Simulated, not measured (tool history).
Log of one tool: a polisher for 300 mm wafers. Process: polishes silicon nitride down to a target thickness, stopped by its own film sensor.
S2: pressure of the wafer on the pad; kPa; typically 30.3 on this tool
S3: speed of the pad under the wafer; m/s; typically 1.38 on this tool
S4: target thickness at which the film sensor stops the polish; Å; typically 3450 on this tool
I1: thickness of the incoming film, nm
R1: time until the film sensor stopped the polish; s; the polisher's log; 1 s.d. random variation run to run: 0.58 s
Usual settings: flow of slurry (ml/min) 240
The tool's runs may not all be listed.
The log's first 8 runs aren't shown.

run 9 hour=87.2 | flow_of_slurry_(ml/min)=240 S2=30.3 S3=1.38 S4=3450 | I1=520 | R1=66.7
run 10 hour=95.8 | flow_of_slurry_(ml/min)=240 S2=30.3 S3=1.38 S4=3450 | I1=517.7 | R1=65
run 11 hour=110.9 | flow_of_slurry_(ml/min)=200 S2=30.3 S3=1.38 S4=3450 | I1=520 | R1=65.3
run 12 hour=117.4 | flow_of_slurry_(ml/min)=200 S2=30.3 S3=1.38 S4=3450 | I1=509.7 | R1=63.3
run 13 hour=125.8 | flow_of_slurry_(ml/min)=240 S2=30.3 S3=1.38 S4=3450 | I1=528.2 | R1=69.9
run 14 hour=133.2 | flow_of_slurry_(ml/min)=240 S2=33.8 S3=1.38 S4=3450 | I1=525.9 | R1=62.3
-- hour=140.9 head pressure recalibrated
run 15 hour=141.4 | flow_of_slurry_(ml/min)=240 S2=30.3 S3=1.38 S4=3450 | I1=519.1 | R1=59.9
run 16 hour=154.2 | flow_of_slurry_(ml/min)=240 S2=30.3 S3=1.38 S4=3450 | I1=526.8 | R1=61.7
-- hour=163.3 slurry nozzle cleaned
run 17 hour=169.8 | flow_of_slurry_(ml/min)=240 S2=30.3 S3=1.38 S4=3450 | I1=514.7 | R1=57.6
run 18 hour=176.6 | flow_of_slurry_(ml/min)=210 S2=34.5 S3=1.38 S4=3970 | I1=518.1 | R1=37.2
-- hour=180.7 worn pad replaced by a new one, of another model than before
run 19 hour=184.9 | flow_of_slurry_(ml/min)=265 S2=30.3 S3=1.86 S4=3250 | I1=520.9 | R1=56.5
run 20 hour=202.8 | flow_of_slurry_(ml/min)=240 S2=30.3 S3=1.74 S4=3450 | I1=522.2 | R1=53.5
run 21 hour=218.5 | flow_of_slurry_(ml/min)=240 S2=34.5 S3=1.38 S4=3450 | I1=514.5 | R1=53.3
run 22 hour=233.4 | flow_of_slurry_(ml/min)=240 S2=34.5 S3=1.38 S4=3450 | I1=521 | R1=54.1
run 23 hour=243.1 | flow_of_slurry_(ml/min)=275 S2=30.3 S3=1.38 S4=3450 | I1=528.5 | R1=62.1
run 24 hour=250.7 | flow_of_slurry_(ml/min)=210 S2=22.8 S3=1.38 S4=3120 | I1=514.3 | R1=85.4
run 25 hour=262.5 | flow_of_slurry_(ml/min)=180 S2=30.3 S3=1.38 S4=3450 | I1=521.3 | R1=62.1
run 26 hour=277.4 | flow_of_slurry_(ml/min)=240 S2=30.3 S3=1.38 S4=3450 | I1=517 | R1=60
run 27 hour=294.8 | flow_of_slurry_(ml/min)=240 S2=30.3 S3=1.02 S4=3850 | I1=528.4 | R1=57.4
run 28 hour=310.8 | flow_of_slurry_(ml/min)=240 S2=34.5 S3=1.04 S4=3080 | I1=518.4 | R1=76.6
run 29 hour=324.1 | flow_of_slurry_(ml/min)=240 S2=38.6 S3=1.38 S4=3450 | I1=510.2 | R1=48.1
run 30 hour=334.9 | flow_of_slurry_(ml/min)=160 S2=33.8 S3=1.38 S4=3450 | I1=514.8 | R1=58.3
run 31 hour=345.4 | flow_of_slurry_(ml/min)=290 S2=33.1 S3=1.22 S4=3610 | I1=526.7 | R1=57.1
-- hour=357 worn pad replaced by a new one
run 32 hour=357.9 | flow_of_slurry_(ml/min)=170 S2=33.1 S3=1.16 S4=3450 | I1=525.6 | R1=67.4

Branching from run 32: 5 alternative next runs. What would each branch give?
run A hour=358.3 | flow_of_slurry_(ml/min)=240 S2=30.3 S3=1.38 S4=3450 | I1=523.1 | R1=?
run B hour=358.3 | flow_of_slurry_(ml/min)=300 S2=37.2 S3=1.5 S4=3280 | I1=523.1 | R1=?
run C hour=358.3 | flow_of_slurry_(ml/min)=205 S2=40.7 S3=1.22 S4=3450 | I1=523.1 | R1=?
run D hour=358.3 | flow_of_slurry_(ml/min)=295 S2=30.3 S3=1.38 S4=3450 | I1=523.1 | R1=?
run E hour=358.3 | flow_of_slurry_(ml/min)=155 S2=30.3 S3=1.38 S4=3450 | I1=523.1 | R1=?

run=A R1=62.3
run=B R1=55
run=C R1=54.5
run=D R1=61.1
run=E R1=65.6
What these runs would have given with no unlogged condition in the tool:
run=A R1=59.9
run=B R1=52.9
run=C R1=52.4
run=D R1=58.8
run=E R1=63.1
